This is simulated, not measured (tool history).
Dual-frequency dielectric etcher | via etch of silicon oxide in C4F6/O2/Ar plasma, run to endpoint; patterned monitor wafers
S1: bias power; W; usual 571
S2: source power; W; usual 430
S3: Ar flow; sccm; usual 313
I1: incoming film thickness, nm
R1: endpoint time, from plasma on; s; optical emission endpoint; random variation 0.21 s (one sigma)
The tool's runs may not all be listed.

run	hour	S1	S2	S3	I1	R1
1	0	571	430	313	168.3	39
2	28.2	627	430	313	168.4	37.4
# hour 65.6: wet clean of the chamber
3	66.4	571	430	313	168.5	37.1
# hour 105.9: upper electrode replaced
4	118.8	571	430	313	168.4	37.2
5	145.8	571	430	313	170.6	37.8
6	179.9	571	430	313	167.6	37.5
7	223.6	571	430	313	168.6	37.6
8	319.7	571	400	248	166.9	38.1
9	354.4	677	350	361	169.5	41
10	403.9	689	470	290	168.7	33.2
11	464.1	639	350	238	169.7	40.1
# hour 493.7: source power generator calibrated
# hour 541.7: wet clean of the chamber
12	542.2	571	360	346	167.8	42.3
# hour 550.7: Ar flow controller replaced
13	564.5	571	430	313	168.9	37.6
# hour 574.4: bias power generator calibrated
14	598.2	571	380	313	167.9	40.6
15	657.5	571	360	346	167.9	43
16	715.5	571	430	313	167.7	38
17	763.2	525	400	313	168.6	41.9
18	801.1	470	430	313	168.9	43.1
19	862.2	653	430	339	168.5	36.6
# hour 938.2: wet clean of the chamber
20	938.7	571	430	367	170	38.3
21	952.1	571	430	313	167.5	37
22	1005.7	571	350	359	168.2	43.1
23	1030.2	679	480	262	167.9	31.2
24	1073.4	653	430	339	168.1	35.3
25	1124.4	571	430	313	168.1	37.6
26	1168.3	571	430	313	167.5	37.7
27	1204.9	571	430	313	167.9	38.2
28	1241.1	617	430	288	168.6	36.4

Forecast each of these 5 alternatives for the next run:
A	1241.5	571	430	313	168.7	?
B	1241.5	434	530	341	168.7	?
C	1241.5	501	430	390	168.7	?
D	1241.5	688	430	239	168.7	?
E	1241.5	679	430	370	168.7	?

run	R1
A	38.5
B	40.4
C	42.7
D	33.4
E	35.9
Without the tool's hidden state the same runs would have given:
run	R1
A	37.3
B	39.1
C	41.3
D	32.4
E	34.8

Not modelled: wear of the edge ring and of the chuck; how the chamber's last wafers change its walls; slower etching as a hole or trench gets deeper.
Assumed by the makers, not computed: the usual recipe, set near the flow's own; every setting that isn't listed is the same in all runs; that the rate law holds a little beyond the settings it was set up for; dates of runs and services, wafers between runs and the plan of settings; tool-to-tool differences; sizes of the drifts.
